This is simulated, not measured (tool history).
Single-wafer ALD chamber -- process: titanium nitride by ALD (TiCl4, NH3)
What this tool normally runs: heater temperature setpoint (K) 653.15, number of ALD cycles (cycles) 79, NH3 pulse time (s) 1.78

run	hour	heater temperature setpoint (K)	number of ALD cycles (cycles)	NH3 pulse time (s)	read-back reference wafer on the same gauge, thickness_nm	mean film thickness on the monitor wafer (Å)
1	0.0	653.15	79	1.78	1.500	17.73
2	17.1	663.15	79	1.78	1.502	17.79
3	28.6	663.15	79	1.78	1.501	17.75
4	45.1	653.15	79	2.14	1.498	17.57
5	53.3	653.15	79	2.14	1.503	17.81
6	62.8	653.15	79	2.14	1.498	17.62
7	78.1	653.15	79	1.78	1.497	17.46
8	93.6	653.15	79	1.78	1.502	17.54
9	105.7	653.15	79	1.78	1.499	17.56
10	117.4	653.15	79	1.78	1.500	17.61
11	128.1	653.15	79	1.78	1.502	17.41
12	139.9	653.15	79	1.78	1.501	17.54
13	155.4	653.15	79	1.78	1.500	17.47
14	171.4	646.15	79	1.78	1.501	17.62
15	178.9	653.15	79	1.78	1.498	17.56
# hour 185.0: gauge calibrated
16	187.6	658.15	73	1.58	1.498	16.23
17	196.7	653.15	92	2.29	1.501	20.79
18	214.5	658.15	86	1.78	1.500	19.20
19	254.8	642.15	73	1.08	1.499	15.01
20	261.5	666.15	86	1.41	1.503	18.84
# hour 271.2: thermocouple changed; heater temperature recalibrated
21	275.1	646.15	65	1.78	1.501	14.37
22	284.7	653.15	66	1.78	1.502	14.61
23	295.4	653.15	68	1.47	1.499	14.84
24	301.4	653.15	79	2.31	1.498	17.94
25	308.8	642.15	70	2.20	1.497	15.57
26	325.7	665.15	75	1.78	1.501	16.74
27	340.7	653.15	79	1.78	1.498	17.62
28	347.4	653.15	79	1.78	1.500	17.52
# hour 381.8: showerhead replaced
29	397.3	653.15	79	1.78	1.501	17.46
30	407.2	653.15	85	1.78	1.501	18.79
31	421.0	653.15	79	1.78	1.504	17.50
32	433.2	653.15	85	1.78	1.497	18.82
33	440.2	663.15	68	2.12	1.499	15.37
34	451.2	653.15	93	2.30	1.501	20.94
35	461.4	641.15	79	1.78	1.498	17.39
36	477.3	657.15	71	1.10	1.501	15.11
37	490.6	657.15	90	2.33	1.501	20.46
38	505.3	643.15	88	2.17	1.501	19.71
39	518.6	653.15	79	1.78	1.497	17.48
40	530.6	657.15	87	1.45	1.501	19.06

4 options for the next run, each taken on its own from the tool as it stands now. Forecast them:
A	531.2	653.15	79	1.78	?	?
B	531.2	646.15	65	1.45	?	?
C	531.2	653.15	92	1.34	?	?
D	531.2	653.15	65	1.78	?	?

run	read-back reference wafer on the same gauge, thickness_nm	mean film thickness on the monitor wafer (Å)
A	1.500	17.66
B	1.500	14.12
C	1.500	20.01
D	1.500	14.53
Had the tool no hidden state, the same runs would have come out as:
run	mean film thickness on the monitor wafer (Å)
A	17.66
B	14.12
C	20.01
D	14.53
